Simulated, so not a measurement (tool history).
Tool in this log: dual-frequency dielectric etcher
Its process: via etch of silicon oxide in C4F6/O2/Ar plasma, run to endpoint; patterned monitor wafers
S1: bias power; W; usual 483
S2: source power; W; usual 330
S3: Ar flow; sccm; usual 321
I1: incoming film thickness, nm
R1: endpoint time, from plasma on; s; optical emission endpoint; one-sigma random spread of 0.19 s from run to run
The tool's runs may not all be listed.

Run 1, hour 0.0: usual settings; I1 125.6. Result: R1 29.2 s.
At hour 6.3: bias power generator calibrated.
At hour 14.6: Ar flow controller replaced.
At hour 33.3: wet clean of the chamber.
At hour 52.2: upper electrode replaced.
Run 2, hour 52.7: usual settings; I1 125.3. Result: R1 28.7 s.
Run 3, hour 53.0: usual settings but S1 395 W, S3 375 sccm; I1 125.8. Result: R1 30.8 s.
Run 4, hour 62.3: usual settings but S1 395 W, S3 375 sccm; I1 125.3. Result: R1 30.8 s.
Run 5, hour 88.8: usual settings; I1 124.1. Result: R1 28.1 s.
Run 6, hour 120.7: usual settings; I1 125.9. Result: R1 28.6 s.
Run 7, hour 137.0: usual settings; I1 125.4. Result: R1 28.3 s.
Run 8, hour 153.0: usual settings but S2 300 W, S3 262 sccm; I1 125.9. Result: R1 29.2 s.
Run 9, hour 165.4: usual settings but S2 390 W, S3 389 sccm; I1 124.9. Result: R1 27.4 s.
Run 10, hour 185.6: usual settings; I1 124.2. Result: R1 28.0 s.
Run 11, hour 206.3: usual settings; I1 125.6. Result: R1 28.2 s.
Run 12, hour 227.9: usual settings but S1 455 W, S2 380 W; I1 125.3. Result: R1 27.4 s.
At hour 280.6: wet clean of the chamber, repeated, since the last time left the tool worse.
Run 13, hour 281.1: usual settings but S2 380 W; I1 125.0. Result: R1 28.7 s.
Run 14, hour 291.5: usual settings but S1 601 W; I1 126.2. Result: R1 28.4 s.
Run 15, hour 318.5: usual settings but S1 590 W, S3 253 sccm; I1 124.4. Result: R1 27.7 s.
Run 16, hour 344.5: usual settings but S1 439 W, S2 250 W; I1 125.2. Result: R1 33.9 s.
Run 17, hour 367.3: usual settings but S2 300 W, S3 262 sccm; I1 125.4. Result: R1 30.5 s.
Run 18, hour 390.2: usual settings but S2 290 W, S3 301 sccm; I1 126.0. Result: R1 31.0 s.
Run 19, hour 404.7: usual settings; I1 125.1. Result: R1 30.1 s.
Run 20, hour 437.5: usual settings; I1 125.2. Result: R1 29.8 s.
Run 21, hour 458.7: usual settings but S1 583 W, S2 360 W, S3 364 sccm; I1 125.1. Result: R1 27.5 s.
Run 22, hour 471.7: usual settings but S2 360 W, S3 271 sccm; I1 126.0. Result: R1 28.6 s.
Run 23, hour 493.4: usual settings but S1 377 W, S2 290 W, S3 283 sccm; I1 126.2. Result: R1 33.4 s.
At hour 520.9: source power generator calibrated.
Run 24, hour 524.1: usual settings but S3 353 sccm; I1 125.4. Result: R1 29.9 s.
Run 25, hour 558.7: usual settings; I1 126.8. Result: R1 30.1 s.
Run 26, hour 654.0: usual settings but S1 426 W, S2 390 W, S3 372 sccm; I1 126.5. Result: R1 29.1 s.
Run 27, hour 675.3: usual settings but S1 569 W; I1 126.9. Result: R1 27.9 s.
At hour 717.0: wet clean of the chamber.
Run 28, hour 717.5: usual settings but S1 516 W, S2 270 W, S3 381 sccm; I1 125.5. Result: R1 32.2 s.
Run 29, hour 736.0: usual settings but S1 599 W, S2 370 W, S3 360 sccm; I1 124.8. Result: R1 27.0 s.

Branching from run 29: 4 alternative next runs. What would each branch give?
Run A, hour 736.4: usual settings; I1 125.2. Result: R1 ?.
Run B, hour 736.4: usual settings but S1 435 W, S2 300 W, S3 295 sccm; I1 125.2. Result: R1 ?.
Run C, hour 736.4: usual settings but S1 368 W, S3 349 sccm; I1 125.2. Result: R1 ?.
Run D, hour 736.4: usual settings but S1 426 W, S2 360 W; I1 125.2. Result: R1 ?.

run    R1
  A  29.8
  B  31.6
  C  32.3
  D  29.9
Without the tool's unlogged condition, the same runs would have read:
run    R1
  A  29.9
  B  31.7
  C  32.4
  D  30.0
